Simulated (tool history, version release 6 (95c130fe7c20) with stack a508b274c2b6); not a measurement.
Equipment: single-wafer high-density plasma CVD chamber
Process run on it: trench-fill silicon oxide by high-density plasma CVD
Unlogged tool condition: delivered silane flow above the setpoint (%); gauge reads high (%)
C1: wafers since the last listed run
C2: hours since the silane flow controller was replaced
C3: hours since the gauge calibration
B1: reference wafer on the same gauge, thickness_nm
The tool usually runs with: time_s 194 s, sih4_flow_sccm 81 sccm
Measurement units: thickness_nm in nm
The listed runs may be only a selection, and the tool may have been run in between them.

{"run": 1, "hour": 0.0, "time_s": 194, "sih4_flow_sccm": 81, "C1": 0, "C2": 1376.7, "C3": 651.6, "B1": 1656.815, "thickness_nm": 1361.255}
{"run": 2, "hour": 58.9, "time_s": 194, "sih4_flow_sccm": 81, "C1": 517, "C2": 1435.6, "C3": 710.5, "B1": 1660.679, "thickness_nm": 1355.871}
{"run": 3, "hour": 124.1, "time_s": 194, "sih4_flow_sccm": 81, "C1": 572, "C2": 1500.8, "C3": 775.7, "B1": 1659.686, "thickness_nm": 1351.357}
{"run": 4, "hour": 175.1, "time_s": 194, "sih4_flow_sccm": 81, "C1": 447, "C2": 1551.8, "C3": 826.7, "B1": 1659.067, "thickness_nm": 1358.741}
{"run": 5, "hour": 217.7, "time_s": 194, "sih4_flow_sccm": 81, "C1": 373, "C2": 1594.4, "C3": 869.3, "B1": 1659.482, "thickness_nm": 1358.778}
{"run": 6, "hour": 268.9, "time_s": 194, "sih4_flow_sccm": 81, "C1": 449, "C2": 1645.6, "C3": 920.5, "B1": 1660.075, "thickness_nm": 1355.015}
{"hour": 317.6, "done": "gauge calibrated"}
{"run": 7, "hour": 329.4, "time_s": 194, "sih4_flow_sccm": 81, "C1": 531, "C2": 1706.1, "C3": 11.8, "B1": 1660.92, "thickness_nm": 1351.23}
{"run": 8, "hour": 373.2, "time_s": 194, "sih4_flow_sccm": 81, "C1": 384, "C2": 1749.9, "C3": 55.6, "B1": 1659.751, "thickness_nm": 1346.465}
{"run": 9, "hour": 452.2, "time_s": 194, "sih4_flow_sccm": 81, "C1": 693, "C2": 1828.9, "C3": 134.6, "B1": 1661.556, "thickness_nm": 1344.679}
{"run": 10, "hour": 483.8, "time_s": 194, "sih4_flow_sccm": 81, "C1": 277, "C2": 1860.5, "C3": 166.2, "B1": 1658.459, "thickness_nm": 1347.025}
{"run": 11, "hour": 552.8, "time_s": 194, "sih4_flow_sccm": 81, "C1": 605, "C2": 1929.5, "C3": 235.2, "B1": 1660.117, "thickness_nm": 1338.072}
{"run": 12, "hour": 592.2, "time_s": 194, "sih4_flow_sccm": 90, "C1": 345, "C2": 1968.9, "C3": 274.6, "B1": 1660.743, "thickness_nm": 1466.25}
{"run": 13, "hour": 645.3, "time_s": 218, "sih4_flow_sccm": 70, "C1": 466, "C2": 2022, "C3": 327.7, "B1": 1659.805, "thickness_nm": 1342.022}
{"run": 14, "hour": 674.1, "time_s": 194, "sih4_flow_sccm": 85, "C1": 252, "C2": 2050.8, "C3": 356.5, "B1": 1660.16, "thickness_nm": 1403.247}
{"run": 15, "hour": 743.1, "time_s": 194, "sih4_flow_sccm": 85, "C1": 605, "C2": 2119.8, "C3": 425.5, "B1": 1660.244, "thickness_nm": 1396.423}
{"run": 16, "hour": 930.2, "time_s": 205, "sih4_flow_sccm": 89, "C1": 1642, "C2": 2306.9, "C3": 612.6, "B1": 1659.651, "thickness_nm": 1528.059}
{"run": 17, "hour": 996.6, "time_s": 194, "sih4_flow_sccm": 81, "C1": 582, "C2": 2373.3, "C3": 679, "B1": 1660.636, "thickness_nm": 1329.242}
{"hour": 1009.7, "done": "silane flow controller replaced"}
{"run": 18, "hour": 1198.6, "time_s": 194, "sih4_flow_sccm": 93, "C1": 1702, "C2": 188.9, "C3": 881, "B1": 1658.024, "thickness_nm": 1606.681}
{"run": 19, "hour": 1235.4, "time_s": 170, "sih4_flow_sccm": 81, "C1": 323, "C2": 225.7, "C3": 917.8, "B1": 1660.376, "thickness_nm": 1238.926}
{"run": 20, "hour": 1290.7, "time_s": 157, "sih4_flow_sccm": 89, "C1": 485, "C2": 281, "C3": 973.1, "B1": 1660.274, "thickness_nm": 1236.429}
{"hour": 1301.6, "done": "gauge calibrated"}
{"run": 21, "hour": 1325.2, "time_s": 205, "sih4_flow_sccm": 96, "C1": 302, "C2": 315.5, "C3": 23.6, "B1": 1661.937, "thickness_nm": 1717.009}
{"run": 22, "hour": 1353.4, "time_s": 229, "sih4_flow_sccm": 73, "C1": 247, "C2": 343.7, "C3": 51.8, "B1": 1660.04, "thickness_nm": 1535.242}
{"run": 23, "hour": 1400.4, "time_s": 194, "sih4_flow_sccm": 81, "C1": 412, "C2": 390.7, "C3": 98.8, "B1": 1662.9, "thickness_nm": 1404.541}
{"run": 24, "hour": 1453.7, "time_s": 217, "sih4_flow_sccm": 71, "C1": 467, "C2": 444, "C3": 152.1, "B1": 1660.129, "thickness_nm": 1424.62}
{"run": 25, "hour": 1483.4, "time_s": 157, "sih4_flow_sccm": 89, "C1": 260, "C2": 473.7, "C3": 181.8, "B1": 1659.72, "thickness_nm": 1235.069}
{"run": 26, "hour": 1549.9, "time_s": 163, "sih4_flow_sccm": 86, "C1": 583, "C2": 540.2, "C3": 248.3, "B1": 1661.425, "thickness_nm": 1248.964}
{"run": 27, "hour": 1606.5, "time_s": 169, "sih4_flow_sccm": 71, "C1": 496, "C2": 596.8, "C3": 304.9, "B1": 1661.044, "thickness_nm": 1098.721}
{"run": 28, "hour": 1655.3, "time_s": 194, "sih4_flow_sccm": 81, "C1": 428, "C2": 645.6, "C3": 353.7, "B1": 1661.761, "thickness_nm": 1405.557}
{"run": 29, "hour": 1725.8, "time_s": 230, "sih4_flow_sccm": 89, "C1": 618, "C2": 716.1, "C3": 424.2, "B1": 1661.966, "thickness_nm": 1788.813}
{"run": 30, "hour": 1772.6, "time_s": 194, "sih4_flow_sccm": 69, "C1": 410, "C2": 762.9, "C3": 471, "B1": 1657.673, "thickness_nm": 1227.622}
{"run": 31, "hour": 1801.1, "time_s": 194, "sih4_flow_sccm": 81, "C1": 250, "C2": 791.4, "C3": 499.5, "B1": 1659.595, "thickness_nm": 1414.98}

5 ways to go on from here, each from the tool as it stands after run 31. What would each give?
{"run": "A", "hour": 1801.6, "time_s": 194, "sih4_flow_sccm": 81, "C1": 4, "C2": 791.9, "C3": 500, "B1": "?", "thickness_nm": "?"}
{"run": "B", "hour": 1801.6, "time_s": 194, "sih4_flow_sccm": 67, "C1": 4, "C2": 791.9, "C3": 500, "B1": "?", "thickness_nm": "?"}
{"run": "C", "hour": 1801.6, "time_s": 162, "sih4_flow_sccm": 81, "C1": 4, "C2": 791.9, "C3": 500, "B1": "?", "thickness_nm": "?"}
{"run": "D", "hour": 1801.6, "time_s": 172, "sih4_flow_sccm": 69, "C1": 4, "C2": 791.9, "C3": 500, "B1": "?", "thickness_nm": "?"}
{"run": "E", "hour": 1801.6, "time_s": 217, "sih4_flow_sccm": 81, "C1": 4, "C2": 791.9, "C3": 500, "B1": "?", "thickness_nm": "?"}

run=A B1=1660.023 thickness_nm=1415.628
run=B B1=1660.023 thickness_nm=1208.932
run=C B1=1660.023 thickness_nm=1182.122
run=D B1=1660.023 thickness_nm=1098.016
run=E B1=1660.023 thickness_nm=1583.46
The same runs, with their run-to-run variation unchanged, on a tool lacking any hidden condition would have given:
run=A thickness_nm=1427.62
run=B thickness_nm=1219.173
run=C thickness_nm=1192.136
run=D thickness_nm=1107.317
run=E thickness_nm=1596.874

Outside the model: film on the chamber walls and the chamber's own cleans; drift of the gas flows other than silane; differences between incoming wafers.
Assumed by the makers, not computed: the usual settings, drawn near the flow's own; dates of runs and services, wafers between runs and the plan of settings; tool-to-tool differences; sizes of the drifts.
